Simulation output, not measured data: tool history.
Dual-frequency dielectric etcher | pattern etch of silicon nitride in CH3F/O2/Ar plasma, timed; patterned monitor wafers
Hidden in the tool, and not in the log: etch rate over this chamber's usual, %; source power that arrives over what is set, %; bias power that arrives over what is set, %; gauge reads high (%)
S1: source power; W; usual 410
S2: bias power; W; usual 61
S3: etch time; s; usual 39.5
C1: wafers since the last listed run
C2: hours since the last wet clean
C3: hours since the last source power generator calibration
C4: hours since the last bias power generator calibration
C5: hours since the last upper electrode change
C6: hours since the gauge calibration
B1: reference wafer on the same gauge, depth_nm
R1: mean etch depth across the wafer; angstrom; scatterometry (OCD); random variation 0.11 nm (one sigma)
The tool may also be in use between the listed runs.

Run 1, hour 0.0: usual settings; C1 0; C2 370.3; C3 4.8; C4 26.8; C5 3913.6; C6 382.2; B1 25.30. Result: R1 257.8 angstrom.
Run 2, hour 10.9: usual settings but S1 460 W; C1 145; C2 381.2; C3 15.7; C4 37.7; C5 3924.5; C6 393.1; B1 25.29. Result: R1 272.0 angstrom.
Run 3, hour 17.1: usual settings but S2 70 W; C1 82; C2 387.4; C3 21.9; C4 43.9; C5 3930.7; C6 399.3; B1 25.32. Result: R1 272.3 angstrom.
Run 4, hour 23.8: usual settings but S2 70 W; C1 89; C2 394.1; C3 28.6; C4 50.6; C5 3937.4; C6 406.0; B1 25.31. Result: R1 271.7 angstrom.
Run 5, hour 60.0: usual settings but S2 70 W; C1 482; C2 430.3; C3 64.8; C4 86.8; C5 3973.6; C6 442.2; B1 25.29. Result: R1 274.1 angstrom.
Run 6, hour 74.2: usual settings but S1 390 W, S2 56 W; C1 189; C2 444.5; C3 79.0; C4 101.0; C5 3987.8; C6 456.4; B1 25.30. Result: R1 241.9 angstrom.
Run 7, hour 89.0: usual settings but S1 390 W, S2 56 W; C1 197; C2 459.3; C3 93.8; C4 115.8; C5 4002.6; C6 471.2; B1 25.30. Result: R1 241.8 angstrom.
At hour 100.6: gauge calibrated.
At hour 122.1: upper electrode replaced.
Run 8, hour 122.6: usual settings but S1 450 W; C1 128; C2 492.9; C3 127.4; C4 149.4; C5 0.5; C6 22.0; B1 25.29. Result: R1 271.7 angstrom.
Run 9, hour 122.9: usual settings but S1 490 W, S3 43.0 s; C1 4; C2 493.2; C3 127.7; C4 149.7; C5 0.8; C6 22.3; B1 25.32. Result: R1 309.5 angstrom.
Run 10, hour 132.8: usual settings but S1 360 W, S2 68 W, S3 49.0 s; C1 132; C2 503.1; C3 137.6; C4 159.6; C5 10.7; C6 32.2; B1 25.30. Result: R1 320.1 angstrom.
Run 11, hour 139.5: usual settings but S1 380 W; C1 89; C2 509.8; C3 144.3; C4 166.3; C5 17.4; C6 38.9; B1 25.29. Result: R1 250.7 angstrom.
Run 12, hour 148.4: usual settings but S1 340 W, S3 29.0 s; C1 118; C2 518.7; C3 153.2; C4 175.2; C5 26.3; C6 47.8; B1 25.30. Result: R1 174.5 angstrom.
Run 13, hour 160.5: usual settings but S2 56 W; C1 161; C2 530.8; C3 165.3; C4 187.3; C5 38.4; C6 59.9; B1 25.31. Result: R1 250.5 angstrom.
Run 14, hour 178.2: usual settings; C1 236; C2 548.5; C3 183.0; C4 205.0; C5 56.1; C6 77.6; B1 25.31. Result: R1 261.5 angstrom.
Run 15, hour 193.5: usual settings but S1 440 W; C1 204; C2 563.8; C3 198.3; C4 220.3; C5 71.4; C6 92.9; B1 25.30. Result: R1 269.2 angstrom.
Run 16, hour 202.1: usual settings but S1 340 W; C1 114; C2 572.4; C3 206.9; C4 228.9; C5 80.0; C6 101.5; B1 25.31. Result: R1 239.1 angstrom.
Run 17, hour 212.4: usual settings but S3 43.0 s; C1 137; C2 582.7; C3 217.2; C4 239.2; C5 90.3; C6 111.8; B1 25.30. Result: R1 286.2 angstrom.
At hour 236.7: wet clean of the chamber.
Run 18, hour 237.2: usual settings but S1 330 W; C1 10; C2 0.5; C3 242.0; C4 264.0; C5 115.1; C6 136.6; B1 25.29. Result: R1 223.0 angstrom.
Run 19, hour 238.2: usual settings; C1 13; C2 1.5; C3 243.0; C4 265.0; C5 116.1; C6 137.6; B1 25.31. Result: R1 246.6 angstrom.
Run 20, hour 253.2: usual settings but S1 320 W, S2 73 W, S3 36.0 s; C1 200; C2 16.5; C3 258.0; C4 280.0; C5 131.1; C6 152.6; B1 25.30. Result: R1 215.8 angstrom.
Run 21, hour 270.8: usual settings but S2 55 W, S3 34.0 s; C1 234; C2 34.1; C3 275.6; C4 297.6; C5 148.7; C6 170.2; B1 25.30. Result: R1 202.6 angstrom.
Run 22, hour 285.5: usual settings but S3 50.0 s; C1 196; C2 48.8; C3 290.3; C4 312.3; C5 163.4; C6 184.9; B1 25.29. Result: R1 315.3 angstrom.
Run 23, hour 293.0: usual settings but S1 450 W, S3 28.0 s; C1 100; C2 56.3; C3 297.8; C4 319.8; C5 170.9; C6 192.4; B1 25.32. Result: R1 183.9 angstrom.
Run 24, hour 303.2: usual settings but S1 340 W, S2 76 W, S3 49.5 s; C1 136; C2 66.5; C3 308.0; C4 330.0; C5 181.1; C6 202.6; B1 25.31. Result: R1 316.3 angstrom.
Run 25, hour 309.8: usual settings; C1 88; C2 73.1; C3 314.6; C4 336.6; C5 187.7; C6 209.2; B1 25.31. Result: R1 247.0 angstrom.
Run 26, hour 316.4: usual settings; C1 88; C2 79.7; C3 321.2; C4 343.2; C5 194.3; C6 215.8; B1 25.31. Result: R1 249.3 angstrom.

Forecast run 27:
Run 27, hour 325.8: usual settings; C1 125; C2 89.1; C3 330.6; C4 352.6; C5 203.7; C6 225.2; B1 ?. Result: R1 ?.

B1: 25.30
R1: 248.6 angstrom
Without the tool's hidden state the same run would have given R1 245.0 angstrom.
